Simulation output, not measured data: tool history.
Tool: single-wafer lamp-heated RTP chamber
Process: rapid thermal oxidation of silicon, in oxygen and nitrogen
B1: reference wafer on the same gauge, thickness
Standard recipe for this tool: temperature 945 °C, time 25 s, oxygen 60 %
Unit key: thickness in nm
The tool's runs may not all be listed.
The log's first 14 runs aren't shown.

Run 15, hour 1129.2: usual settings but time 20 s, oxygen 71 %; B1 3.277. Result: thickness 2.797 nm.
Run 16, hour 1171: usual settings but time 20 s, oxygen 71 %; B1 3.279. Result: thickness 2.799 nm.
Run 17, hour 1233.6: usual settings but time 30 s, oxygen 48 %; B1 3.28. Result: thickness 2.891 nm.
Run 18, hour 1323.4: usual settings but temperature 927 °C, time 31 s, oxygen 84 %; B1 3.28. Result: thickness 2.994 nm.
Run 19, hour 1429.3: usual settings but time 35 s, oxygen 46 %; B1 3.281. Result: thickness 3.001 nm.
Run 20, hour 1486.4: usual settings but time 20 s; B1 3.281. Result: thickness 2.748 nm.
Run 21, hour 1530: usual settings but time 35 s; B1 3.281. Result: thickness 3.182 nm.
Run 22, hour 1599.6: usual settings but time 34 s; B1 3.281. Result: thickness 3.172 nm.
At hour 1608.8: pyrometer window cleaned and pyrometer calibrated.
Run 23, hour 1686.6: usual settings but time 30 s, oxygen 48 %; B1 3.279. Result: thickness 2.891 nm.
Run 24, hour 1723.9: usual settings; B1 3.282. Result: thickness 2.866 nm.
Run 25, hour 1801.9: usual settings but temperature 965 °C, oxygen 47 %; B1 3.281. Result: thickness 2.979 nm.
Run 26, hour 1851.8: usual settings but temperature 917 °C; B1 3.279. Result: thickness 2.608 nm.
Run 27, hour 1925.6: usual settings but temperature 955 °C, time 19 s; B1 3.282. Result: thickness 2.805 nm.
Run 28, hour 1988.9: usual settings but time 32 s; B1 3.28. Result: thickness 3.088 nm.
Run 29, hour 2073.6: usual settings but temperature 964 °C, time 35 s; B1 3.279. Result: thickness 3.514 nm.
At hour 2097.5: pyrometer window cleaned and pyrometer calibrated.
Run 30, hour 2141.3: usual settings but temperature 937 °C, oxygen 33 %; B1 3.281. Result: thickness 2.584 nm.
Run 31, hour 2215: usual settings but time 29 s; B1 3.282. Result: thickness 2.968 nm.
Run 32, hour 2268.4: usual settings but temperature 958 °C, time 21 s, oxygen 37 %; B1 3.281. Result: thickness 2.685 nm.
Run 33, hour 2366.4: usual settings but time 14 s; B1 3.28. Result: thickness 2.538 nm.
Run 34, hour 2430.8: usual settings; B1 3.28. Result: thickness 2.877 nm.
Run 35, hour 2498.4: usual settings but temperature 923 °C, oxygen 69 %; B1 3.281. Result: thickness 2.718 nm.
Run 36, hour 2567: usual settings but temperature 926 °C; B1 3.278. Result: thickness 2.696 nm.

What if the next run were any one of these 5? Each begins from the tool's condition after run 36:
Run A, hour 2567.4: usual settings but oxygen 45 %; B1 ?. Result: thickness ?.
Run B, hour 2567.4: usual settings but temperature 916 °C, time 22 s, oxygen 48 %; B1 ?. Result: thickness ?.
Run C, hour 2567.4: usual settings but temperature 959 °C; B1 ?. Result: thickness ?.
Run D, hour 2567.4: usual settings but temperature 929 °C, time 30 s, oxygen 79 %; B1 ?. Result: thickness ?.
Run E, hour 2567.4: usual settings but oxygen 49 %; B1 ?. Result: thickness ?.

run     B1  thickness
  A  3.281      2.758
  B  3.281      2.493
  C  3.281      3.073
  D  3.281      2.979
  E  3.281      2.794
Without the tool's hidden state the same runs would have given:
run  thickness
  A      2.749
  B      2.487
  C      3.054
  D      2.953
  E      2.783
